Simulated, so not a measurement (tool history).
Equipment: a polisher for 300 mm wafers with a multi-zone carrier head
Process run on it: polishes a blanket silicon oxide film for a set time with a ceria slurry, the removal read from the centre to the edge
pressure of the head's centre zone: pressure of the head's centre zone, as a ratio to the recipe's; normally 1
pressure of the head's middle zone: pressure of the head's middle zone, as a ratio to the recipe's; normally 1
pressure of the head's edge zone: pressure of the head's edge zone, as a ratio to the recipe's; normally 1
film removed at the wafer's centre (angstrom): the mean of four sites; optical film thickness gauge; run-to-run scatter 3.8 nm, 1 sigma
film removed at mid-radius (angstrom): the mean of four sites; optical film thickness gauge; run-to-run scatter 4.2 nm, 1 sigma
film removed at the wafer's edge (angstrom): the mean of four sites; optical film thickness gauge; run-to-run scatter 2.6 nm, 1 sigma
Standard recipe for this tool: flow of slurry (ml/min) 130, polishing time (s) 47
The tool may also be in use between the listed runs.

run    hour  flow of slurry (ml/min)  pressure of the head's centre zone  pressure of the head's middle zone  pressure of the head's edge zone  polishing time (s)  incoming thickness of the incoming film, nm  film removed at the wafer's centre (angstrom)  film removed at mid-radius (angstrom)  film removed at the wafer's edge (angstrom)
  1       0                      130                                   1                                 0.9                                 1                  47                                        912.2                                           3117                                   3169                                         3492
       44.6  -- slurry nozzle cleaned
  2    66.7                      130                                   1                                1.08                                 1                  47                                        918.1                                           3093                                   3578                                         3424
  3   100.5                      130                                   1                                1.08                                 1                  47                                        906.4                                           3120                                   3523                                         3448
      134.3  -- worn pad replaced by a new one
  4   169.8                      130                                   1                                1.08                                 1                  47                                        917.8                                           3015                                   3608                                         3437
      199.6  -- centre zone pressure recalibrated
  5   200.1                      130                                0.92                                   1                                 1                  47                                        922.3                                           2987                                   3313                                         3429
  6   396.4                      130                                0.92                                   1                                 1                  47                                        939.4                                           2964                                   3412                                         3421
  7   443.3                      160                                   1                                   1                                 1                  47                                        932.8                                           3248                                   3494                                         3506
      455.9  -- worn pad replaced by a new one
  8   470.9                      160                                   1                                   1                                 1                  47                                        922.2                                           3257                                   3439                                         3534
      483.3  -- carrier head's membrane replaced by a new one
  9   564.4                      160                                   1                                   1                                 1                  47                                        922.6                                           3164                                   3568                                         3535
      593.6  -- slurry nozzle cleaned
 10   611.8                      130                                   1                                 1.1                                 1                  36                                        933.1                                           2320                                   2704                                         2616
      665.3  -- edge zone pressure recalibrated
 11   665.8                      130                                   1                                   1                               0.9                  53                                        914.5                                           3444                                   3875                                         3690
 12   700.7                      130                                   1                                0.92                                 1                  55                                        938.7                                           3455                                   3729                                         4015
 13   759.4                      130                                 1.1                                0.89                              1.06                  42                                        904.6                                           2902                                   2779                                         3161
      769.5  -- worn pad replaced by a new one
      810.6  -- centre zone pressure recalibrated
 14   826.3                      160                                0.95                                   1                              1.07                  39                                        916.8                                           2737                                   2877                                         3004
 15   870.1                      130                                   1                                   1                                 1                  47                                        917.4                                           3301                                   3354                                         3498
 16   928.1                      130                                1.09                                   1                                 1                  47                                        922.3                                           3526                                   3398                                         3473
      964.1  -- carrier head's membrane replaced by a new one
     1068.1  -- slurry nozzle cleaned
     1072.7  -- worn pad replaced by a new one
 17  1096.5                      130                                0.94                                1.09                              0.89                  47                                          922                                           2941                                   3637                                         3249
 18    1152                      130                                0.96                                   1                              0.93                  52                                          922                                           3352                                   3734                                         3642
 19  1198.6                      130                                   1                                   1                               0.9                  39                                        938.8                                           2612                                   2766                                         2683
 20  1232.6                      150                                   1                                0.92                                 1                  32                                        922.1                                           2168                                   2208                                         2365
 21  1277.9                       95                                   1                                   1                              1.04                  37                                          917                                           2260                                   2531                                         2628
 22  1315.8                      130                                   1                                   1                                 1                  54                                        934.6                                           3522                                   3848                                         3923
 23  1387.1                      130                                   1                                1.08                                 1                  47                                        908.2                                           2991                                   3550                                         3443

Alternative continuations, all from the tool just after run 23; predict every row:
  A  1387.5                      130                                   1                                   1                                 1                  33                                        920.2                                              ?                                      ?                                            ?
  B  1387.5                      130                                   1                                   1                                 1                  62                                        920.2                                              ?                                      ?                                            ?
  C  1387.5                      130                                0.93                                 1.1                                 1                  47                                        920.2                                              ?                                      ?                                            ?

run  film removed at the wafer's centre (angstrom)  film removed at mid-radius (angstrom)  film removed at the wafer's edge (angstrom)
  A                                           2123                                   2324                                         2419
  B                                           3989                                   4365                                         4545
  C                                           2830                                   3548                                         3442
Without the tool's hidden state the same runs would have given:
run  film removed at the wafer's centre (angstrom)  film removed at mid-radius (angstrom)  film removed at the wafer's edge (angstrom)
  A                                           2342                                   2322                                         2419
  B                                           4400                                   4363                                         4545
  C                                           3123                                   3546                                         3442
